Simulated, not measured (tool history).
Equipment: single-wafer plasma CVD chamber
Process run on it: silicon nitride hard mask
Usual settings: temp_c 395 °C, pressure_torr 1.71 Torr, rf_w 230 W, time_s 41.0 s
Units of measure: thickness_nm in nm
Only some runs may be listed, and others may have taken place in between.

| run | hour | temp_c | pressure_torr | rf_w | time_s | wafers since the last listed run | hours since the last thermocouple change | hours since the last RF generator calibration | hours since the last manometer calibration | hours since the showerhead was replaced | hours since the gauge calibration | read-back reference wafer on the same gauge, thickness_nm | thickness_nm |
|---|---|---|---|---|---|---|---|---|---|---|---|---|---|
| 1 | 0.0 | 386 | 1.71 | 230 | 41.0 | 0 | 461.0 | 1885.9 | 742.3 | 3702.7 | 611.1 | 38.444 | 41.422 |
| 2 | 76.7 | 384 | 1.71 | 230 | 41.0 | 1143 | 537.7 | 1962.6 | 819.0 | 3779.4 | 687.8 | 38.357 | 41.032 |
| 3 | 141.4 | 384 | 1.71 | 230 | 41.0 | 964 | 602.4 | 2027.3 | 883.7 | 3844.1 | 752.5 | 38.358 | 41.517 |
| 4 | 248.9 | 384 | 1.71 | 230 | 41.0 | 1602 | 709.9 | 2134.8 | 991.2 | 3951.6 | 860.0 | 38.418 | 41.384 |
|  | 576.3 | capacitance manometer re-zeroed and calibrated |
| 5 | 576.8 | 395 | 1.71 | 230 | 41.0 | 4768 | 1037.8 | 2462.7 | 0.5 | 4279.5 | 1187.9 | 38.380 | 40.660 |
| 6 | 637.6 | 395 | 1.71 | 230 | 41.0 | 906 | 1098.6 | 2523.5 | 61.3 | 4340.3 | 1248.7 | 38.360 | 40.210 |
| 7 | 690.5 | 395 | 1.71 | 210 | 44.0 | 788 | 1151.5 | 2576.4 | 114.2 | 4393.2 | 1301.6 | 38.344 | 39.890 |
|  | 701.4 | RF generator calibrated |
|  | 758.5 | showerhead replaced |
| 8 | 783.7 | 395 | 1.71 | 210 | 44.0 | 1150 | 1244.7 | 82.3 | 207.4 | 25.2 | 1394.8 | 38.379 | 40.822 |
| 9 | 868.8 | 395 | 1.71 | 230 | 38.7 | 1268 | 1329.8 | 167.4 | 292.5 | 110.3 | 1479.9 | 38.381 | 39.101 |
| 10 | 943.5 | 395 | 1.71 | 230 | 38.7 | 1113 | 1404.5 | 242.1 | 367.2 | 185.0 | 1554.6 | 38.380 | 39.014 |
| 11 | 1002.6 | 395 | 1.71 | 230 | 41.0 | 880 | 1463.6 | 301.2 | 426.3 | 244.1 | 1613.7 | 38.345 | 41.400 |
|  | 1015.2 | thermocouple changed; heater temperature recalibrated |
| 12 | 1097.9 | 408 | 1.35 | 255 | 46.7 | 1301 | 82.7 | 396.5 | 521.6 | 339.4 | 1709.0 | 38.372 | 48.742 |
| 13 | 1204.0 | 395 | 1.71 | 190 | 34.8 | 1581 | 188.8 | 502.6 | 627.7 | 445.5 | 1815.1 | 38.365 | 29.680 |
| 14 | 1287.0 | 395 | 1.71 | 210 | 44.0 | 1237 | 271.8 | 585.6 | 710.7 | 528.5 | 1898.1 | 38.443 | 41.200 |
|  | 1343.2 | gauge calibrated |
| 15 | 1394.6 | 395 | 1.71 | 230 | 41.0 | 1603 | 379.4 | 693.2 | 818.3 | 636.1 | 51.4 | 38.387 | 41.548 |
| 16 | 1469.0 | 395 | 1.60 | 210 | 41.0 | 1108 | 453.8 | 767.6 | 892.7 | 710.5 | 125.8 | 38.442 | 37.923 |
| 17 | 1530.7 | 395 | 1.97 | 260 | 41.0 | 919 | 515.5 | 829.3 | 954.4 | 772.2 | 187.5 | 38.411 | 47.639 |
| 18 | 1620.5 | 403 | 1.48 | 260 | 41.0 | 1338 | 605.3 | 919.1 | 1044.2 | 862.0 | 277.3 | 38.429 | 44.692 |
|  | 1729.4 | capacitance manometer re-zeroed and calibrated |
| 19 | 1729.9 | 406 | 1.71 | 190 | 35.3 | 1511 | 714.7 | 1028.5 | 0.5 | 971.4 | 386.7 | 38.398 | 30.026 |
| 20 | 1810.7 | 407 | 1.50 | 270 | 46.9 | 1204 | 795.5 | 1109.3 | 81.3 | 1052.2 | 467.5 | 38.375 | 52.327 |
| 21 | 1871.7 | 395 | 1.59 | 250 | 41.0 | 909 | 856.5 | 1170.3 | 142.3 | 1113.2 | 528.5 | 38.368 | 43.786 |
| 22 | 1912.7 | 395 | 1.36 | 230 | 45.0 | 611 | 897.5 | 1211.3 | 183.3 | 1154.2 | 569.5 | 38.423 | 43.071 |
| 23 | 2005.5 | 395 | 2.06 | 230 | 41.0 | 1383 | 990.3 | 1304.1 | 276.1 | 1247.0 | 662.3 | 38.372 | 42.589 |
| 24 | 2091.3 | 395 | 1.71 | 230 | 41.0 | 1278 | 1076.1 | 1389.9 | 361.9 | 1332.8 | 748.1 | 38.443 | 41.129 |
| 25 | 2137.4 | 395 | 1.71 | 210 | 44.0 | 687 | 1122.2 | 1436.0 | 408.0 | 1378.9 | 794.2 | 38.364 | 40.709 |
| 26 | 2205.8 | 383 | 1.71 | 230 | 41.0 | 1019 | 1190.6 | 1504.4 | 476.4 | 1447.3 | 862.6 | 38.408 | 41.346 |
| 27 | 2304.0 | 405 | 1.55 | 190 | 47.4 | 1463 | 1288.8 | 1602.6 | 574.6 | 1545.5 | 960.8 | 38.432 | 38.931 |

State the hidden condition of the tool at each of the runs:
wafer temperature above the value expected at the setpoint (K): 0 at every run
gauge reads high (%): 0 at every run
H1: delivered RF power above the setpoint (%)
H2: true pressure above the setpoint (%)
| run | H1 | H2 |
|---|---|---|
| 1 | -1.9 | 2.86 |
| 2 | -2.05 | 3.48 |
| 3 | -2.18 | 4.05 |
| 4 | -2.41 | 5.1 |
| 5 | -3.18 | -0.926 |
| 6 | -3.33 | -0.907 |
| 7 | -3.47 | -0.859 |
| 8 | -0.332 | -0.703 |
| 9 | -0.342 | -0.482 |
| 10 | -0.358 | -0.227 |
| 11 | -0.374 | 0.0167 |
| 12 | -0.408 | 0.485 |
| 13 | -0.457 | 1.12 |
| 14 | -0.503 | 1.69 |
| 15 | -0.574 | 2.55 |
| 16 | -0.629 | 3.21 |
| 17 | -0.679 | 3.8 |
| 18 | -0.76 | 4.73 |
| 19 | -0.869 | 0.351 |
| 20 | -0.957 | 0.385 |
| 21 | -1.03 | 0.456 |
| 22 | -1.08 | 0.525 |
| 23 | -1.2 | 0.746 |
| 24 | -1.32 | 1.03 |
| 25 | -1.38 | 1.21 |
| 26 | -1.48 | 1.53 |
| 27 | -1.64 | 2.06 |

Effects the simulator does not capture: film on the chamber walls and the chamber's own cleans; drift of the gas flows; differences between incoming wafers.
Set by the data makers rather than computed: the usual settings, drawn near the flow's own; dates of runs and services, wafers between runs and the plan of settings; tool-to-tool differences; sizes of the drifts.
